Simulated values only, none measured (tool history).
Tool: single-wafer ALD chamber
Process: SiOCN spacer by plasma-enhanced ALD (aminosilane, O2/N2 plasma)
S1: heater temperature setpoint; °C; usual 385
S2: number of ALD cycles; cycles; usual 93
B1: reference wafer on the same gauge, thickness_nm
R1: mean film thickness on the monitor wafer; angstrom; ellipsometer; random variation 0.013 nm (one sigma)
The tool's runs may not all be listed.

| run | hour | S1 | S2 | B1 | R1 |
|---|---|---|---|---|---|
| 1 | 0 | 385 | 93 | 5.768 | 53.11 |
| 2 | 7 | 385 | 93 | 5.767 | 53.2 |
| 3 | 20 | 385 | 93 | 5.768 | 53.2 |
| 4 | 31.9 | 385 | 93 | 5.772 | 53.32 |
| 5 | 39 | 385 | 93 | 5.77 | 53.02 |
| 6 | 56.7 | 385 | 93 | 5.782 | 53 |
| 7 | 99.7 | 380 | 93 | 5.784 | 52.98 |
| 8 | 107.6 | 380 | 93 | 5.783 | 53.24 |
| 9 | 120.3 | 380 | 93 | 5.788 | 53.37 |
| 10 | 133 | 385 | 107 | 5.794 | 61.41 |
| 11 | 142.3 | 385 | 107 | 5.792 | 61.48 |
| 12 | 157.2 | 385 | 107 | 5.796 | 61.16 |
| 13 | 164.5 | 385 | 89 | 5.799 | 50.99 |
| 14 | 179.3 | 385 | 89 | 5.802 | 51.08 |
| 15 | 185.7 | 385 | 89 | 5.804 | 51.12 |
| 16 | 196.7 | 378 | 88 | 5.81 | 50.58 |
| 17 | 205.3 | 378 | 88 | 5.808 | 50.38 |
| 18 | 213.6 | 378 | 88 | 5.812 | 50.79 |
| 19 | 227 | 390 | 88 | 5.812 | 50.66 |
| 20 | 240.6 | 385 | 93 | 5.822 | 53.28 |
|  | 257.2 | thermocouple changed; heater temperature recalibrated |
| 21 | 257.7 | 385 | 93 | 5.831 | 53.51 |
| 22 | 260.4 | 374 | 78 | 5.83 | 44.91 |
| 23 | 276.4 | 389 | 107 | 5.838 | 62.12 |
| 24 | 287.9 | 375 | 87 | 5.838 | 50.35 |
| 25 | 295.8 | 385 | 93 | 5.843 | 53.51 |
| 26 | 320.8 | 393 | 105 | 5.849 | 60.9 |
| 27 | 332.6 | 378 | 84 | 5.856 | 48.49 |
| 28 | 341.7 | 385 | 110 | 5.86 | 63.87 |
| 29 | 357.4 | 385 | 93 | 5.868 | 54.27 |
| 30 | 366.8 | 379 | 93 | 5.873 | 54.05 |
| 31 | 383.5 | 390 | 104 | 5.882 | 60.42 |
| 32 | 396.4 | 385 | 93 | 5.889 | 53.97 |
| 33 | 410.3 | 385 | 93 | 5.897 | 54.15 |
|  | 417.9 | gauge calibrated |
| 34 | 428.1 | 385 | 93 | 5.771 | 53.33 |
| 35 | 443.4 | 391 | 99 | 5.772 | 56.58 |
| 36 | 456.9 | 385 | 93 | 5.768 | 52.75 |
| 37 | 469.4 | 392 | 75 | 5.777 | 42.75 |
| 38 | 478.6 | 391 | 75 | 5.772 | 42.75 |
| 39 | 485.1 | 389 | 80 | 5.772 | 45.92 |
| 40 | 499.7 | 374 | 110 | 5.769 | 62.9 |
| 41 | 509.9 | 375 | 101 | 5.779 | 57.66 |
| 42 | 521.5 | 377 | 93 | 5.776 | 53.01 |
| 43 | 530.5 | 395 | 100 | 5.775 | 57.21 |

Some steps in R1 between neighbouring runs. How much of each would the tool show without its hidden state too (settings, what came in, random variation), and how much is left for the hidden state, with any gauge scatter that isn't in both results?
The hidden state here: wafer temperature above the value expected at the setpoint (K); gauge reads high (%).
Run 22 -> 23: S1 374 -> 389, S2 78 -> 107. R1 +17.21 angstrom: hidden state +0.27, all else +16.94.
Run 27 -> 28: S1 378 -> 385, S2 84 -> 110. R1 +15.38 angstrom: hidden state +0.3, all else +15.08.
Run 33 -> 34: gauge calibrated. R1 -0.82 angstrom: hidden state -1.12, all else +0.3.
Run 39 -> 40: S1 389 -> 374, S2 80 -> 110. R1 +16.98 angstrom: hidden state +0.05, all else +16.93.
